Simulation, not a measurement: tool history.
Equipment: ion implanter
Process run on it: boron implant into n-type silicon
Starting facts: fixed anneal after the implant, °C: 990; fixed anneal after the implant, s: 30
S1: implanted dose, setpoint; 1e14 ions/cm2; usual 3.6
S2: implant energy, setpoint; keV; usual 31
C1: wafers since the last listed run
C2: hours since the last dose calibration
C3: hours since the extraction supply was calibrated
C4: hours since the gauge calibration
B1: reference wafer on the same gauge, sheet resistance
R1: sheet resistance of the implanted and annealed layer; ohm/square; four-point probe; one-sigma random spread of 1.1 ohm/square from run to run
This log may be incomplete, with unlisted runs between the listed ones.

{"run": 1, "hour": 0.0, "S1": 2.76, "S2": 31, "C1": 0, "C2": 488.2, "C3": 1654, "C4": 893.1, "B1": 308.72, "R1": 337.98}
{"run": 2, "hour": 80.2, "S1": 3.21, "S2": 31, "C1": 926, "C2": 568.4, "C3": 1734.2, "C4": 973.3, "B1": 307.88, "R1": 301.8}
{"run": 3, "hour": 131.5, "S1": 3.6, "S2": 31, "C1": 592, "C2": 619.7, "C3": 1785.5, "C4": 1024.6, "B1": 308.13, "R1": 276.2}
{"run": 4, "hour": 189.4, "S1": 3.6, "S2": 31, "C1": 668, "C2": 677.6, "C3": 1843.4, "C4": 1082.5, "B1": 307.08, "R1": 277.89}
{"run": 5, "hour": 270.5, "S1": 3.6, "S2": 31, "C1": 936, "C2": 758.7, "C3": 1924.5, "C4": 1163.6, "B1": 307.98, "R1": 276.41}
{"run": 6, "hour": 333.4, "S1": 3.6, "S2": 31, "C1": 726, "C2": 821.6, "C3": 1987.4, "C4": 1226.5, "B1": 308.6, "R1": 278.31}
{"run": 7, "hour": 396.2, "S1": 3.6, "S2": 31, "C1": 725, "C2": 884.4, "C3": 2050.2, "C4": 1289.3, "B1": 308.27, "R1": 279.74}
{"run": 8, "hour": 470.7, "S1": 3.6, "S2": 31, "C1": 860, "C2": 958.9, "C3": 2124.7, "C4": 1363.8, "B1": 307.61, "R1": 278.97}
{"run": 9, "hour": 530.2, "S1": 3.6, "S2": 31, "C1": 687, "C2": 1018.4, "C3": 2184.2, "C4": 1423.3, "B1": 307.96, "R1": 281.05}
{"hour": 545.7, "done": "Faraday cup replaced and dose calibrated"}
{"hour": 570.1, "done": "extraction supply calibrated"}
{"run": 10, "hour": 619.0, "S1": 4.12, "S2": 31, "C1": 840, "C2": 73.3, "C3": 48.9, "C4": 1512.1, "B1": 308.2, "R1": 246.04}
{"run": 11, "hour": 936.7, "S1": 3.6, "S2": 31, "C1": 3669, "C2": 391, "C3": 366.6, "C4": 1829.8, "B1": 308.67, "R1": 276.13}
{"run": 12, "hour": 1037.8, "S1": 3.6, "S2": 31, "C1": 1167, "C2": 492.1, "C3": 467.7, "C4": 1930.9, "B1": 308.18, "R1": 275.23}
{"run": 13, "hour": 1085.9, "S1": 4.61, "S2": 41.5, "C1": 555, "C2": 540.2, "C3": 515.8, "C4": 1979, "B1": 307.33, "R1": 220.76}
{"hour": 1102.3, "done": "gauge calibrated"}
{"run": 14, "hour": 1149.3, "S1": 3.14, "S2": 34, "C1": 732, "C2": 603.6, "C3": 579.2, "C4": 47, "B1": 308, "R1": 303.43}
{"run": 15, "hour": 1190.3, "S1": 3.6, "S2": 20.5, "C1": 473, "C2": 644.6, "C3": 620.2, "C4": 88, "B1": 307.72, "R1": 287.79}
{"run": 16, "hour": 1279.9, "S1": 3.6, "S2": 31, "C1": 1034, "C2": 734.2, "C3": 709.8, "C4": 177.6, "B1": 308.1, "R1": 275.32}
{"run": 17, "hour": 1331.3, "S1": 4.46, "S2": 21, "C1": 593, "C2": 785.6, "C3": 761.2, "C4": 229, "B1": 307.83, "R1": 243.58}
{"run": 18, "hour": 1383.4, "S1": 3.6, "S2": 27, "C1": 601, "C2": 837.7, "C3": 813.3, "C4": 281.1, "B1": 307.95, "R1": 280.44}
{"run": 19, "hour": 1477.0, "S1": 4.08, "S2": 36, "C1": 1081, "C2": 931.3, "C3": 906.9, "C4": 374.7, "B1": 307.55, "R1": 247.98}
{"run": 20, "hour": 1515.4, "S1": 4.35, "S2": 31, "C1": 443, "C2": 969.7, "C3": 945.3, "C4": 413.1, "B1": 308.48, "R1": 240.07}
{"run": 21, "hour": 1589.7, "S1": 3.26, "S2": 31, "C1": 858, "C2": 1044, "C3": 1019.6, "C4": 487.4, "B1": 307.54, "R1": 302.4}
{"hour": 1673.8, "done": "Faraday cup replaced and dose calibrated"}
{"run": 22, "hour": 1681.6, "S1": 4.01, "S2": 35.5, "C1": 969, "C2": 7.8, "C3": 1111.5, "C4": 579.3, "B1": 307.87, "R1": 249.5}
{"run": 23, "hour": 1788.7, "S1": 4.04, "S2": 27, "C1": 1237, "C2": 114.9, "C3": 1218.6, "C4": 686.4, "B1": 307.22, "R1": 253.5}

Some steps in R1, run to run, broken into two amounts with sign: the step expected even without the hidden condition (settings, incoming material, random variation), and the rest, left for the hidden condition together with whatever gauge scatter is not in both the measured and the hidden-condition-free result:
Unlogged tool condition in this case: deviation of the true dose from the Faraday cup's reading, %; deviation of the true energy from its setpoint, %; gauge reads high (%).
Run 9 -> 10: S1 3.6 -> 4.12, Faraday cup replaced and dose calibrated, extraction supply calibrated. R1 -35.01 ohm/square: hidden state -5.9, all else -29.11.
Run 13 -> 14: S1 4.61 -> 3.14, S2 41.5 -> 34, gauge calibrated. R1 +82.67 ohm/square: hidden state +0.7, all else +81.97.
Run 20 -> 21: S1 4.35 -> 3.26. R1 +62.33 ohm/square: hidden state +1.77, all else +60.56.
Run 21 -> 22: S1 3.26 -> 4.01, S2 31 -> 35.5, Faraday cup replaced and dose calibrated. R1 -52.9 ohm/square: hidden state -5.32, all else -47.58.

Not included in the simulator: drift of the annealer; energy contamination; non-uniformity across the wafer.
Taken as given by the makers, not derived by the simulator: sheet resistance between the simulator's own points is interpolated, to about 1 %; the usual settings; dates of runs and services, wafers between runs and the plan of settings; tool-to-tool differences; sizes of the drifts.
